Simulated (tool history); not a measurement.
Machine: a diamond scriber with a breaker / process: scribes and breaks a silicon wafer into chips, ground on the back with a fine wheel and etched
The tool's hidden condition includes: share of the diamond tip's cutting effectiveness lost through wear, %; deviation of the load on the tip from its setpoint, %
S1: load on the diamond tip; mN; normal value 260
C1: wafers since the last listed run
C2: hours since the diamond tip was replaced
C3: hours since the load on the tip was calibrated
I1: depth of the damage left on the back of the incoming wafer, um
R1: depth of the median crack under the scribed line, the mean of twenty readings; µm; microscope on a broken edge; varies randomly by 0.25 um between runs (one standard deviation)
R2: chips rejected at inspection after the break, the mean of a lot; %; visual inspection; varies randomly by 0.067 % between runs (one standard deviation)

Run 1, hour 0: usual settings but S1 212 mN; C1 0; C2 386.4; C3 119.5; I1 0.37. Result: R1 10.73 µm, R2 5.33 %.
Run 2, hour 36.3: usual settings but S1 212 mN; C1 79; C2 422.7; C3 155.8; I1 0.57. Result: R1 10.94 µm, R2 5.1 %.
Run 3, hour 72.5: usual settings; C1 78; C2 458.9; C3 192; I1 0.46. Result: R1 12.59 µm, R2 1.89 %.
Run 4, hour 106.8: usual settings; C1 74; C2 493.2; C3 226.3; I1 0.36. Result: R1 12.46 µm, R2 1.98 %.
Run 5, hour 133.6: usual settings; C1 58; C2 520; C3 253.1; I1 0.41. Result: R1 12.53 µm, R2 1.96 %.
Run 6, hour 191: usual settings; C1 125; C2 577.4; C3 310.5; I1 0.59. Result: R1 12.65 µm, R2 2.07 %.
Run 7, hour 249.6: usual settings; C1 127; C2 636; C3 369.1; I1 0.34. Result: R1 12.86 µm, R2 2.1 %.
Run 8, hour 291.6: usual settings but S1 198 mN; C1 91; C2 678; C3 411.1; I1 0.39. Result: R1 10.23 µm, R2 7.85 %.
Run 9, hour 326.1: usual settings but S1 198 mN; C1 75; C2 712.5; C3 445.6; I1 0.38. Result: R1 9.9 µm, R2 7.97 %.
At hour 341.9: diamond tip replaced by a new one.
Run 10, hour 396.6: usual settings; C1 149; C2 54.7; C3 516.1; I1 0.36. Result: R1 12.66 µm, R2 1.95 %.
Run 11, hour 422.5: usual settings but S1 235 mN; C1 56; C2 80.6; C3 542; I1 0.56. Result: R1 11.95 µm, R2 2.75 %.
Run 12, hour 466.9: usual settings but S1 330 mN; C1 96; C2 125; C3 586.4; I1 0.71. Result: R1 15.59 µm, R2 5.81 %.
At hour 473.3: load on the tip recalibrated.
Run 13, hour 505.1: usual settings but S1 287 mN; C1 78; C2 163.2; C3 31.8; I1 0.43. Result: R1 13.86 µm, R2 2.84 %.
Run 14, hour 573.9: usual settings but S1 295 mN; C1 149; C2 232; C3 100.6; I1 0.59. Result: R1 14.83 µm, R2 3.05 %.
Run 15, hour 619.4: usual settings but S1 326 mN; C1 99; C2 277.5; C3 146.1; I1 0.36. Result: R1 15.76 µm, R2 5.67 %.
Run 16, hour 678.6: usual settings; C1 129; C2 336.7; C3 205.3; I1 0.38. Result: R1 12.97 µm, R2 1.98 %.
Run 17, hour 737.6: usual settings but S1 280 mN; C1 128; C2 395.7; C3 264.3; I1 0.79. Result: R1 13.77 µm, R2 2.44 %.
Run 18, hour 762.5: usual settings but S1 323 mN; C1 54; C2 420.6; C3 289.2; I1 0.58. Result: R1 15.88 µm, R2 4.86 %.

3 options for the next run, each taken on its own from the tool as it stands now. Forecast them:
Run A, hour 763.2: usual settings but S1 312 mN; C1 1; C2 421.3; C3 289.9; I1 0.65. Result: R1 ?, R2 ?.
Run B, hour 763.2: usual settings but S1 189 mN; C1 1; C2 421.3; C3 289.9; I1 0.65. Result: R1 ?, R2 ?.
Run C, hour 763.2: usual settings but S1 227 mN; C1 1; C2 421.3; C3 289.9; I1 0.65. Result: R1 ?, R2 ?.

run     R1     R2
  A   14.9   4.39
  B   9.48  10.28
  C  11.29    3.5
Had the tool no hidden state, the same runs would have come out as:
run     R1     R2
  A   14.9   4.39
  B   9.48  10.28
  C  11.29    3.5

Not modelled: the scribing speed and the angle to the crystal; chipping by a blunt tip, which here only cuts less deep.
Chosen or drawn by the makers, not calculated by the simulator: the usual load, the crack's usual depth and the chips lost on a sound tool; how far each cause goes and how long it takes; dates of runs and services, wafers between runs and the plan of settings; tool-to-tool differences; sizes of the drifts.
